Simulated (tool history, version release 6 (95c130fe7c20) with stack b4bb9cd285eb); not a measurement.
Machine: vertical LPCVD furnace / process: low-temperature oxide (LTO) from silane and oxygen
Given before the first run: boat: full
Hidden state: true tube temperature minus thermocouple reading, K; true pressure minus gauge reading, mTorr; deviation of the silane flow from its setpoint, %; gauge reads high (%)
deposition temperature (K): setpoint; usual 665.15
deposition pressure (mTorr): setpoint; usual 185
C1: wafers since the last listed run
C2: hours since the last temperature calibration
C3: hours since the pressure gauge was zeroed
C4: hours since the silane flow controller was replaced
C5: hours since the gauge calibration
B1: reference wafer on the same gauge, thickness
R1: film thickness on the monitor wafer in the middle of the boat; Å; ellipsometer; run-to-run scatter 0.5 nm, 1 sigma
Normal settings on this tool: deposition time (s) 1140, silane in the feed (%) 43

Run 1, hour 0: usual settings; C1 0; C2 2278.9; C3 2161.7; C4 6818.6; C5 460.4; B1 170.27. Result: R1 1584.6 Å.
Run 2, hour 42: usual settings; C1 533; C2 2320.9; C3 2203.7; C4 6860.6; C5 502.4; B1 169.85. Result: R1 1572.9 Å.
Run 3, hour 81.2: usual settings; C1 498; C2 2360.1; C3 2242.9; C4 6899.8; C5 541.6; B1 169.94. Result: R1 1582 Å.
Run 4, hour 148.1: usual settings; C1 850; C2 2427; C3 2309.8; C4 6966.7; C5 608.5; B1 169.85. Result: R1 1578.6 Å.
Run 5, hour 175: usual settings; C1 342; C2 2453.9; C3 2336.7; C4 6993.6; C5 635.4; B1 170.03. Result: R1 1578.7 Å.
Run 6, hour 228.1: usual settings; C1 675; C2 2507; C3 2389.8; C4 7046.7; C5 688.5; B1 170.04. Result: R1 1581.2 Å.
Run 7, hour 269.7: usual settings but deposition pressure (mTorr) 160; C1 528; C2 2548.6; C3 2431.4; C4 7088.3; C5 730.1; B1 169.96. Result: R1 1374.4 Å.
At hour 322.9: pressure gauge zeroed.
At hour 373.1: silane flow controller replaced.
Run 8, hour 467.1: usual settings but deposition pressure (mTorr) 160; C1 1899; C2 2746; C3 144.2; C4 94; C5 927.5; B1 170.01. Result: R1 1368.6 Å.
Run 9, hour 497.6: usual settings but deposition pressure (mTorr) 160; C1 387; C2 2776.5; C3 174.7; C4 124.5; C5 958; B1 169.88. Result: R1 1368.5 Å.
Run 10, hour 530.9: usual settings; C1 423; C2 2809.8; C3 208; C4 157.8; C5 991.3; B1 169.94. Result: R1 1585.6 Å.
Run 11, hour 595.5: usual settings but deposition temperature (K) 654.15, deposition pressure (mTorr) 175, silane in the feed (%) 40; C1 821; C2 2874.4; C3 272.6; C4 222.4; C5 1055.9; B1 169.84. Result: R1 1212.5 Å.
Run 12, hour 625: usual settings; C1 375; C2 2903.9; C3 302.1; C4 251.9; C5 1085.4; B1 169.98. Result: R1 1575.6 Å.
Run 13, hour 696.5: usual settings; C1 909; C2 2975.4; C3 373.6; C4 323.4; C5 1156.9; B1 169.88. Result: R1 1580.9 Å.
At hour 752.2: thermocouples replaced and temperature profile calibrated.
Run 14, hour 765.7: usual settings but deposition temperature (K) 660.15, silane in the feed (%) 50; C1 574; C2 13.5; C3 442.8; C4 392.6; C5 1226.1; B1 170.09. Result: R1 1750.7 Å.
Run 15, hour 951: usual settings but deposition pressure (mTorr) 210; C1 2355; C2 198.8; C3 628.1; C4 577.9; C5 1411.4; B1 170.24. Result: R1 1780.1 Å.
Run 16, hour 985.3: usual settings; C1 436; C2 233.1; C3 662.4; C4 612.2; C5 1445.7; B1 169.89. Result: R1 1575.4 Å.
At hour 1021.1: gauge calibrated.
Run 17, hour 1059.3: usual settings but deposition temperature (K) 657.15, deposition time (s) 900, silane in the feed (%) 38; C1 940; C2 307.1; C3 736.4; C4 686.2; C5 38.2; B1 169.76. Result: R1 978.2 Å.
Run 18, hour 1111: usual settings but deposition temperature (K) 677.15, deposition pressure (mTorr) 165, deposition time (s) 1470, silane in the feed (%) 36; C1 657; C2 358.8; C3 788.1; C4 737.9; C5 89.9; B1 169.94. Result: R1 1672.7 Å.
Run 19, hour 1164.2: usual settings but deposition pressure (mTorr) 150, silane in the feed (%) 48; C1 676; C2 412; C3 841.3; C4 791.1; C5 143.1; B1 170.09. Result: R1 1439.7 Å.
Run 20, hour 1211.7: usual settings but deposition temperature (K) 660.15, deposition pressure (mTorr) 225, deposition time (s) 1380, silane in the feed (%) 50; C1 603; C2 459.5; C3 888.8; C4 838.6; C5 190.6; B1 169.93. Result: R1 2558.1 Å.
Run 21, hour 1280: usual settings but deposition temperature (K) 675.15, deposition time (s) 780; C1 868; C2 527.8; C3 957.1; C4 906.9; C5 258.9; B1 170.03. Result: R1 1204.4 Å.
Run 22, hour 1350.4: usual settings but deposition pressure (mTorr) 150, silane in the feed (%) 48; C1 895; C2 598.2; C3 1027.5; C4 977.3; C5 329.3; B1 170.1. Result: R1 1441.5 Å.
Run 23, hour 1403: usual settings; C1 668; C2 650.8; C3 1080.1; C4 1029.9; C5 381.9; B1 169.95. Result: R1 1577.6 Å.
Run 24, hour 1470.8: usual settings but deposition time (s) 1320, silane in the feed (%) 38; C1 862; C2 718.6; C3 1147.9; C4 1097.7; C5 449.7; B1 170.05. Result: R1 1575.7 Å.
Run 25, hour 1525.8: usual settings but deposition temperature (K) 674.15, silane in the feed (%) 46; C1 699; C2 773.6; C3 1202.9; C4 1152.7; C5 504.7; B1 170.16. Result: R1 1861.7 Å.
Run 26, hour 1558.5: usual settings but deposition temperature (K) 660.15, deposition time (s) 840, silane in the feed (%) 36; C1 415; C2 806.3; C3 1235.6; C4 1185.4; C5 537.4; B1 170.12. Result: R1 883.3 Å.
Run 27, hour 1628.6: usual settings; C1 891; C2 876.4; C3 1305.7; C4 1255.5; C5 607.5; B1 169.87. Result: R1 1593.1 Å.
Run 28, hour 1668.6: usual settings but silane in the feed (%) 46; C1 508; C2 916.4; C3 1345.7; C4 1295.5; C5 647.5; B1 170.21. Result: R1 1698.8 Å.
Run 29, hour 1701.8: usual settings but deposition temperature (K) 668.15, deposition pressure (mTorr) 160, deposition time (s) 1410, silane in the feed (%) 50; C1 422; C2 949.6; C3 1378.9; C4 1328.7; C5 680.7; B1 169.96. Result: R1 2027.7 Å.
Run 30, hour 1768.9: usual settings but deposition temperature (K) 675.15, deposition pressure (mTorr) 160, deposition time (s) 1380, silane in the feed (%) 37; C1 853; C2 1016.7; C3 1446; C4 1395.8; C5 747.8; B1 170.05. Result: R1 1533.1 Å.

Hidden condition of the tool, last listed run before each entry between runs versus first listed run after:
After run 7, before run 8: pressure gauge zeroed (hour 322.9); silane flow controller replaced (hour 373.1)
  no hidden state differs between the two runs
After run 13, before run 14: thermocouples replaced and temperature profile calibrated (hour 752.2)
  no hidden state differs between the two runs
After run 16, before run 17: gauge calibrated (hour 1021.1)
  no hidden state differs between the two runs
